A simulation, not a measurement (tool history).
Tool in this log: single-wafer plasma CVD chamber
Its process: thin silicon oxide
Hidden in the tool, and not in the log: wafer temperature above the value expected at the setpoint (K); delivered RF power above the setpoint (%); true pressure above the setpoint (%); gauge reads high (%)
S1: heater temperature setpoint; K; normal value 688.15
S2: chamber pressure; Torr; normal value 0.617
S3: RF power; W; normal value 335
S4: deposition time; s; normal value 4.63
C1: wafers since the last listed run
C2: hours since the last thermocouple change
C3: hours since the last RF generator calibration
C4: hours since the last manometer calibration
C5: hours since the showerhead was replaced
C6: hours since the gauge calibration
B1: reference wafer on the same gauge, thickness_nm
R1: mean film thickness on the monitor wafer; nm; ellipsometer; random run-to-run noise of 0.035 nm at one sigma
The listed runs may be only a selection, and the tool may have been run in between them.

run	hour	S1	S2	S3	S4	C1	C2	C3	C4	C5	C6	B1	R1
1	0	688.15	0.617	335	4.63	0	418.1	219.5	1965.1	3302.5	2102.3	7.375	6.316
2	87.8	688.15	0.617	335	4.63	4989	505.9	307.3	2052.9	3390.3	2190.1	7.372	6.269
3	138.1	688.15	0.617	370	4.63	2858	556.2	357.6	2103.2	3440.6	2240.4	7.367	6.569
4	346.8	688.15	0.617	335	4.63	11860	764.9	566.3	2311.9	3649.3	2449.1	7.38	6.346
5	384.8	688.15	0.617	335	4.63	2159	802.9	604.3	2349.9	3687.3	2487.1	7.366	6.244
6	451.9	688.15	0.617	335	4.63	3813	870	671.4	2417	3754.4	2554.2	7.372	6.249
# hour 655.4: thermocouple changed; heater temperature recalibrated
7	689.4	688.15	0.617	335	4.63	13042	34	908.9	2654.5	3991.9	2791.7	7.368	6.232
# hour 703.5: capacitance manometer re-zeroed and calibrated
8	777.4	688.15	0.617	335	4.63	4546	122	996.9	73.9	4079.9	2879.7	7.366	6.183
9	834.1	688.15	0.617	335	4.63	3222	178.7	1053.6	130.6	4136.6	2936.4	7.379	6.161
# hour 887.7: showerhead replaced
10	940	688.15	0.617	335	4.63	5563	284.6	1159.5	236.5	52.3	3042.3	7.372	6.178
11	1009.9	688.15	0.728	280	5.32	3972	354.5	1229.4	306.4	122.2	3112.2	7.371	7.582
12	1061.9	680.15	0.67	295	5.55	2955	406.5	1281.4	358.4	174.2	3164.2	7.362	7.53
# hour 1155.9: RF generator calibrated
13	1156.4	688.15	0.617	335	4.63	4915	501	0.5	452.9	268.7	3258.7	7.372	6.288
# hour 1158.9: gauge calibrated
14	1234.2	688.15	0.617	360	5.12	4421	578.8	78.3	530.7	346.5	75.3	7.367	7.208
15	1495.4	688.15	0.617	335	4.63	14844	840	339.5	791.9	607.7	336.5	7.356	6.281
16	1561.1	675.15	0.727	275	4.1	3733	905.7	405.2	857.6	673.4	402.2	7.366	6.017
17	1608.7	675.15	0.617	335	5.25	2705	953.3	452.8	905.2	721	449.8	7.377	7.203
18	1646.2	681.15	0.481	395	4.22	2131	990.8	490.3	942.7	758.5	487.3	7.365	4.768
19	1725.1	695.15	0.755	335	3.76	4484	1069.7	569.2	1021.6	837.4	566.2	7.368	6.132
# hour 1753.1: thermocouple changed; heater temperature recalibrated
20	1785.8	695.15	0.751	320	5.48	2995	32.7	629.9	1082.3	898.1	626.9	7.366	8.828
21	1853.1	676.15	0.617	335	4.63	3824	100	697.2	1149.6	965.4	694.2	7.364	6.391
22	1893.3	678.15	0.743	385	4.91	2284	140.2	737.4	1189.8	1005.6	734.4	7.374	8.472
23	1983.4	688.15	0.617	335	4.63	5120	230.3	827.5	1279.9	1095.7	824.5	7.36	6.243
24	2080.8	693.15	0.48	310	4.05	5535	327.7	924.9	1377.3	1193.1	921.9	7.372	4.043
25	2132.9	688.15	0.617	305	4.63	2960	379.8	977	1429.4	1245.2	974	7.371	5.983
26	2238	696.15	0.538	335	5.28	5973	484.9	1082.1	1534.5	1350.3	1079.1	7.375	6.12
27	2320.6	688.15	0.617	360	5.12	4694	567.5	1164.7	1617.1	1432.9	1161.7	7.364	6.961
28	2425.1	698.15	0.617	335	4.63	5938	672	1269.2	1721.6	1537.4	1266.2	7.369	6.084

Entry by entry between the runs, the difference in hidden state between the last listed run before and the first listed run after:
Between runs 6 and 7: thermocouple changed; heater temperature recalibrated (hour 655.4)
  delivered RF power above the setpoint (%): -1.86 -> -3.32
  measured minus no-state result, R1: -0.051 -> -0.093 nm
Between runs 7 and 8: capacitance manometer re-zeroed and calibrated (hour 703.5)
  delivered RF power above the setpoint (%): -3.32 -> -3.98
  measured minus no-state result, R1: -0.093 -> -0.111 nm
Between runs 9 and 10: showerhead replaced (hour 887.7)
  delivered RF power above the setpoint (%): -4.43 -> -5.35
  measured minus no-state result, R1: -0.124 -> -0.15 nm
Between runs 12 and 13: RF generator calibrated (hour 1155.9)
  delivered RF power above the setpoint (%): -6.51 -> -0.31
  measured minus no-state result, R1: -0.243 -> -0.008 nm
Between runs 13 and 14: gauge calibrated (hour 1158.9)
  delivered RF power above the setpoint (%): -0.31 -> -0.334
  measured minus no-state result, R1: -0.008 -> -0.01 nm
Between runs 19 and 20: thermocouple changed; heater temperature recalibrated (hour 1753.1)
  delivered RF power above the setpoint (%): -1.57 -> -1.86
  measured minus no-state result, R1: -0.043 -> -0.072 nm
